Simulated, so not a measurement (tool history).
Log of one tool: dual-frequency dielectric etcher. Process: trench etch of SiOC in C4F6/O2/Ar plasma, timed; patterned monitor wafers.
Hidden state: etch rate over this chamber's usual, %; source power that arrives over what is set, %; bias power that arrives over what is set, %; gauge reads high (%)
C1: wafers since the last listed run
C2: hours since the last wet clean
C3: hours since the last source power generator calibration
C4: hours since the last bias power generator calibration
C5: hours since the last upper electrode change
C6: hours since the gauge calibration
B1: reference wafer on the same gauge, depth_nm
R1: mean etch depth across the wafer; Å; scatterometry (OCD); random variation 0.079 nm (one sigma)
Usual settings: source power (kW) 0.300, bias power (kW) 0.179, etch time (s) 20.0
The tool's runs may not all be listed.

{"run": 1, "day": 0.0, "source power (kW)": 0.3, "bias power (kW)": 0.179, "etch time (s)": 22.0, "C1": 0, "C2": 241.9, "C3": 2945.6, "C4": 1816.8, "C5": 4363.7, "C6": 896.6, "B1": 28.2, "R1": 384.5}
{"run": 2, "day": 4.417, "source power (kW)": 0.3, "bias power (kW)": 0.179, "etch time (s)": 22.0, "C1": 1540, "C2": 347.9, "C3": 3051.6, "C4": 1922.8, "C5": 4469.7, "C6": 1002.6, "B1": 28.19, "R1": 386.7}
{"run": 3, "day": 6.896, "source power (kW)": 0.3, "bias power (kW)": 0.179, "etch time (s)": 22.0, "C1": 864, "C2": 407.4, "C3": 3111.1, "C4": 1982.3, "C5": 4529.2, "C6": 1062.1, "B1": 28.2, "R1": 387.7}
{"day": 8.675, "done": "wet clean of the chamber"}
{"run": 4, "day": 9.012, "source power (kW)": 0.3, "bias power (kW)": 0.179, "etch time (s)": 21.5, "C1": 389, "C2": 8.1, "C3": 3161.9, "C4": 2033.1, "C5": 4580.0, "C6": 1112.9, "B1": 28.2, "R1": 369.5}
{"run": 5, "day": 12.946, "source power (kW)": 0.3, "bias power (kW)": 0.179, "etch time (s)": 20.0, "C1": 1371, "C2": 102.5, "C3": 3256.3, "C4": 2127.5, "C5": 4674.4, "C6": 1207.3, "B1": 28.19, "R1": 346.1}
{"run": 6, "day": 14.488, "source power (kW)": 0.3, "bias power (kW)": 0.179, "etch time (s)": 20.0, "C1": 537, "C2": 139.5, "C3": 3293.3, "C4": 2164.5, "C5": 4711.4, "C6": 1244.3, "B1": 28.2, "R1": 347.0}
{"run": 7, "day": 16.862, "source power (kW)": 0.3, "bias power (kW)": 0.179, "etch time (s)": 20.0, "C1": 828, "C2": 196.5, "C3": 3350.3, "C4": 2221.5, "C5": 4768.4, "C6": 1301.3, "B1": 28.2, "R1": 347.9}
{"run": 8, "day": 18.483, "source power (kW)": 0.3, "bias power (kW)": 0.179, "etch time (s)": 20.0, "C1": 565, "C2": 235.4, "C3": 3389.2, "C4": 2260.4, "C5": 4807.3, "C6": 1340.2, "B1": 28.2, "R1": 348.6}
{"run": 9, "day": 21.85, "source power (kW)": 0.3, "bias power (kW)": 0.179, "etch time (s)": 20.0, "C1": 1174, "C2": 316.2, "C3": 3470.0, "C4": 2341.2, "C5": 4888.1, "C6": 1421.0, "B1": 28.2, "R1": 349.8}
{"day": 24.646, "done": "upper electrode replaced"}
{"day": 25.408, "done": "wet clean of the chamber"}
{"run": 10, "day": 26.192, "source power (kW)": 0.3, "bias power (kW)": 0.151, "etch time (s)": 20.0, "C1": 899, "C2": 18.8, "C3": 3574.2, "C4": 2445.4, "C5": 37.1, "C6": 1525.2, "B1": 28.2, "R1": 330.7}
{"day": 29.675, "done": "bias power generator calibrated"}
{"run": 11, "day": 30.133, "source power (kW)": 0.3, "bias power (kW)": 0.151, "etch time (s)": 20.0, "C1": 1316, "C2": 113.4, "C3": 3668.8, "C4": 11.0, "C5": 131.7, "C6": 1619.8, "B1": 28.2, "R1": 333.6}
{"day": 30.754, "done": "source power generator calibrated"}
{"run": 12, "day": 34.192, "source power (kW)": 0.3, "bias power (kW)": 0.151, "etch time (s)": 20.0, "C1": 1357, "C2": 210.8, "C3": 82.5, "C4": 108.4, "C5": 229.1, "C6": 1717.2, "B1": 28.19, "R1": 336.7}
{"run": 13, "day": 36.158, "source power (kW)": 0.3, "bias power (kW)": 0.207, "etch time (s)": 16.5, "C1": 685, "C2": 258.0, "C3": 129.7, "C4": 155.6, "C5": 276.3, "C6": 1764.4, "B1": 28.2, "R1": 320.6}
{"run": 14, "day": 39.454, "source power (kW)": 0.3, "bias power (kW)": 0.179, "etch time (s)": 20.0, "C1": 1149, "C2": 337.1, "C3": 208.8, "C4": 234.7, "C5": 355.4, "C6": 1843.5, "B1": 28.19, "R1": 367.7}
{"day": 41.971, "done": "wet clean of the chamber, repeated, since the last time left the tool worse"}
{"run": 15, "day": 41.992, "source power (kW)": 0.3, "bias power (kW)": 0.179, "etch time (s)": 20.0, "C1": 536, "C2": 0.5, "C3": 269.7, "C4": 295.6, "C5": 416.3, "C6": 1904.4, "B1": 28.2, "R1": 342.5}
{"run": 16, "day": 48.275, "source power (kW)": 0.3, "bias power (kW)": 0.179, "etch time (s)": 22.0, "C1": 2191, "C2": 151.3, "C3": 420.5, "C4": 446.4, "C5": 567.1, "C6": 2055.2, "B1": 28.19, "R1": 383.3}
{"day": 50.054, "done": "gauge calibrated"}
{"run": 17, "day": 51.617, "source power (kW)": 0.36, "bias power (kW)": 0.179, "etch time (s)": 20.0, "C1": 1165, "C2": 231.5, "C3": 500.7, "C4": 526.6, "C5": 647.3, "C6": 37.5, "B1": 28.19, "R1": 371.0}
{"run": 18, "day": 55.317, "source power (kW)": 0.3, "bias power (kW)": 0.144, "etch time (s)": 21.5, "C1": 1290, "C2": 320.3, "C3": 589.5, "C4": 615.4, "C5": 736.1, "C6": 126.3, "B1": 28.2, "R1": 342.0}
{"day": 57.525, "done": "wet clean of the chamber"}
{"run": 19, "day": 59.383, "source power (kW)": 0.3, "bias power (kW)": 0.209, "etch time (s)": 22.0, "C1": 1069, "C2": 44.6, "C3": 687.1, "C4": 713.0, "C5": 833.7, "C6": 223.9, "B1": 28.22, "R1": 406.5}
{"run": 20, "day": 62.654, "source power (kW)": 0.3, "bias power (kW)": 0.179, "etch time (s)": 20.0, "C1": 1140, "C2": 123.1, "C3": 765.6, "C4": 791.5, "C5": 912.2, "C6": 302.4, "B1": 28.2, "R1": 347.0}
{"run": 21, "day": 64.946, "source power (kW)": 0.36, "bias power (kW)": 0.158, "etch time (s)": 25.0, "C1": 799, "C2": 178.1, "C3": 820.6, "C4": 846.5, "C5": 967.2, "C6": 357.4, "B1": 28.22, "R1": 435.9}
{"run": 22, "day": 70.404, "source power (kW)": 0.3, "bias power (kW)": 0.14, "etch time (s)": 20.0, "C1": 1903, "C2": 309.1, "C3": 951.6, "C4": 977.5, "C5": 1098.2, "C6": 488.4, "B1": 28.2, "R1": 314.5}
{"day": 72.758, "done": "wet clean of the chamber"}
{"run": 23, "day": 72.775, "source power (kW)": 0.3, "bias power (kW)": 0.179, "etch time (s)": 15.5, "C1": 478, "C2": 0.4, "C3": 1008.5, "C4": 1034.4, "C5": 1155.1, "C6": 545.3, "B1": 28.2, "R1": 266.5}
{"run": 24, "day": 76.1, "source power (kW)": 0.3, "bias power (kW)": 0.179, "etch time (s)": 20.0, "C1": 1159, "C2": 80.2, "C3": 1088.3, "C4": 1114.2, "C5": 1234.9, "C6": 625.1, "B1": 28.21, "R1": 344.5}
{"run": 25, "day": 77.638, "source power (kW)": 0.3, "bias power (kW)": 0.196, "etch time (s)": 20.0, "C1": 536, "C2": 117.1, "C3": 1125.2, "C4": 1151.1, "C5": 1271.8, "C6": 662.0, "B1": 28.18, "R1": 359.6}

How the hidden state differs across the entries between the runs, from the last listed run before each to the first after it:
Between runs 3 and 4: wet clean of the chamber (day 8.675)
  etch rate over this chamber's usual, %: 2.48 -> -0.287
  measured less the result without the state, R1: +9.4 -> -1.1 Å
Between runs 9 and 10: upper electrode replaced (day 24.646); wet clean of the chamber (day 25.408)
  etch rate over this chamber's usual, %: 1.81 -> 4.07
  measured less the result without the state, R1: +6.2 -> +12.9 Å
Between runs 10 and 11: bias power generator calibrated (day 29.675)
  etch rate over this chamber's usual, %: 4.07 -> 4.72
  measured less the result without the state, R1: +12.9 -> +15.1 Å
Between runs 11 and 12: source power generator calibrated (day 30.754)
  etch rate over this chamber's usual, %: 4.72 -> 5.38
  measured less the result without the state, R1: +15.1 -> +17.2 Å
Between runs 14 and 15: wet clean of the chamber, repeated, since the last time left the tool worse (day 41.971)
  etch rate over this chamber's usual, %: 6.24 -> -0.147
  measured less the result without the state, R1: +21.6 -> -0.5 Å
Between runs 16 and 17: gauge calibrated (day 50.054)
  etch rate over this chamber's usual, %: 0.879 -> 1.42
  measured less the result without the state, R1: +3.3 -> +5.2 Å
Between runs 18 and 19: wet clean of the chamber (day 57.525)
  etch rate over this chamber's usual, %: 2.03 -> 0.292
  measured less the result without the state, R1: +6.8 -> +1.2 Å
Between runs 22 and 23: wet clean of the chamber (day 72.758)
  etch rate over this chamber's usual, %: 2.09 -> -0.249
  measured less the result without the state, R1: +6.5 -> -0.7 Å
